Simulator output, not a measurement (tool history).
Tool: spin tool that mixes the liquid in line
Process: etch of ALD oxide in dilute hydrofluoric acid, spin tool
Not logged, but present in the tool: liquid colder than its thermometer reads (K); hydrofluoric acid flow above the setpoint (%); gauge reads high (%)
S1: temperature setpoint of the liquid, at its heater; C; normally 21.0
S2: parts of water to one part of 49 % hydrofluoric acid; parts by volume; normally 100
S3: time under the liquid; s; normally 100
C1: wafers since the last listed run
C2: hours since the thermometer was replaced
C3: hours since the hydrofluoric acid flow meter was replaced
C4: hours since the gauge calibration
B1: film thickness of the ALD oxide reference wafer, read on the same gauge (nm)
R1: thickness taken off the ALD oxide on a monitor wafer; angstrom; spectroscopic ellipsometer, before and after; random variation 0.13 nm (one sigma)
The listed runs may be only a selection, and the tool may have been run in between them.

run 1 hour=0.0 | S1=22.5 S2=100 S3=100 | C1=0 C2=1156.0 C3=1188.0 C4=199.1 | B1=40.01 | R1=298.6
run 2 hour=84.7 | S1=22.5 S2=100 S3=100 | C1=623 C2=1240.7 C3=1272.7 C4=283.8 | B1=40.00 | R1=297.2
run 3 hour=182.6 | S1=21.0 S2=100 S3=100 | C1=720 C2=1338.6 C3=1370.6 C4=381.7 | B1=40.04 | R1=281.1
run 4 hour=259.6 | S1=21.0 S2=100 S3=100 | C1=566 C2=1415.6 C3=1447.6 C4=458.7 | B1=40.01 | R1=281.8
run 5 hour=316.3 | S1=21.0 S2=100 S3=100 | C1=417 C2=1472.3 C3=1504.3 C4=515.4 | B1=39.95 | R1=278.4
run 6 hour=400.9 | S1=21.0 S2=100 S3=100 | C1=622 C2=1556.9 C3=1588.9 C4=600.0 | B1=40.00 | R1=282.1
run 7 hour=462.7 | S1=21.0 S2=100 S3=100 | C1=454 C2=1618.7 C3=1650.7 C4=661.8 | B1=40.05 | R1=279.5
run 8 hour=556.8 | S1=19.5 S2=130 S3=100 | C1=692 C2=1712.8 C3=1744.8 C4=755.9 | B1=40.00 | R1=196.1
-- hour=604.4 thermometer replaced
run 9 hour=650.8 | S1=19.5 S2=130 S3=100 | C1=684 C2=46.4 C3=1838.8 C4=849.9 | B1=39.98 | R1=195.4
-- hour=702.9 gauge calibrated
run 10 hour=743.5 | S1=19.5 S2=130 S3=100 | C1=682 C2=139.1 C3=1931.5 C4=40.6 | B1=39.97 | R1=196.7
-- hour=791.2 hydrofluoric acid flow meter replaced
run 11 hour=821.0 | S1=21.0 S2=70 S3=100 | C1=562 C2=216.6 C3=29.8 C4=118.1 | B1=40.00 | R1=414.3
run 12 hour=867.1 | S1=19.5 S2=130 S3=100 | C1=339 C2=262.7 C3=75.9 C4=164.2 | B1=39.95 | R1=196.8
run 13 hour=1072.2 | S1=17.5 S2=135 S3=70 | C1=1509 C2=467.8 C3=281.0 C4=369.3 | B1=40.00 | R1=121.4
run 14 hour=1165.8 | S1=23.0 S2=100 S3=70 | C1=688 C2=561.4 C3=374.6 C4=462.9 | B1=39.97 | R1=212.9
run 15 hour=1221.7 | S1=21.0 S2=100 S3=100 | C1=411 C2=617.3 C3=430.5 C4=518.8 | B1=39.95 | R1=277.4
run 16 hour=1265.2 | S1=17.5 S2=70 S3=100 | C1=320 C2=660.8 C3=474.0 C4=562.3 | B1=40.00 | R1=357.1
run 17 hour=1319.8 | S1=21.0 S2=100 S3=130 | C1=401 C2=715.4 C3=528.6 C4=616.9 | B1=40.03 | R1=364.3
run 18 hour=1362.4 | S1=21.0 S2=55 S3=100 | C1=313 C2=758.0 C3=571.2 C4=659.5 | B1=40.02 | R1=538.2
run 19 hour=1428.6 | S1=23.0 S2=50 S3=100 | C1=487 C2=824.2 C3=637.4 C4=725.7 | B1=40.02 | R1=644.4
run 20 hour=1501.8 | S1=21.0 S2=100 S3=100 | C1=538 C2=897.4 C3=710.6 C4=798.9 | B1=40.01 | R1=280.1
run 21 hour=1568.7 | S1=21.0 S2=100 S3=100 | C1=492 C2=964.3 C3=777.5 C4=865.8 | B1=40.02 | R1=280.6
-- hour=1610.6 gauge calibrated
run 22 hour=1612.6 | S1=22.5 S2=70 S3=135 | C1=323 C2=1008.2 C3=821.4 C4=2.0 | B1=40.00 | R1=594.6

Each row is a separate what-if for the run after 22, all from the same tool condition, not one after another. Results?
run A hour=1613.0 | S1=21.0 S2=100 S3=100 | C1=2 C2=1008.6 C3=821.8 C4=2.4 | B1=? | R1=?
run B hour=1613.0 | S1=21.0 S2=100 S3=75 | C1=2 C2=1008.6 C3=821.8 C4=2.4 | B1=? | R1=?
run C hour=1613.0 | S1=17.0 S2=100 S3=145 | C1=2 C2=1008.6 C3=821.8 C4=2.4 | B1=? | R1=?
run D hour=1613.0 | S1=23.0 S2=100 S3=100 | C1=2 C2=1008.6 C3=821.8 C4=2.4 | B1=? | R1=?

run=A B1=40.00 R1=281.4
run=B B1=40.00 R1=211.0
run=C B1=40.00 R1=345.7
run=D B1=40.00 R1=305.0
With the hidden condition removed and each run's random variation left untouched, the same runs would have given:
run=A R1=281.4
run=B R1=211.0
run=C R1=345.7
run=D R1=305.0
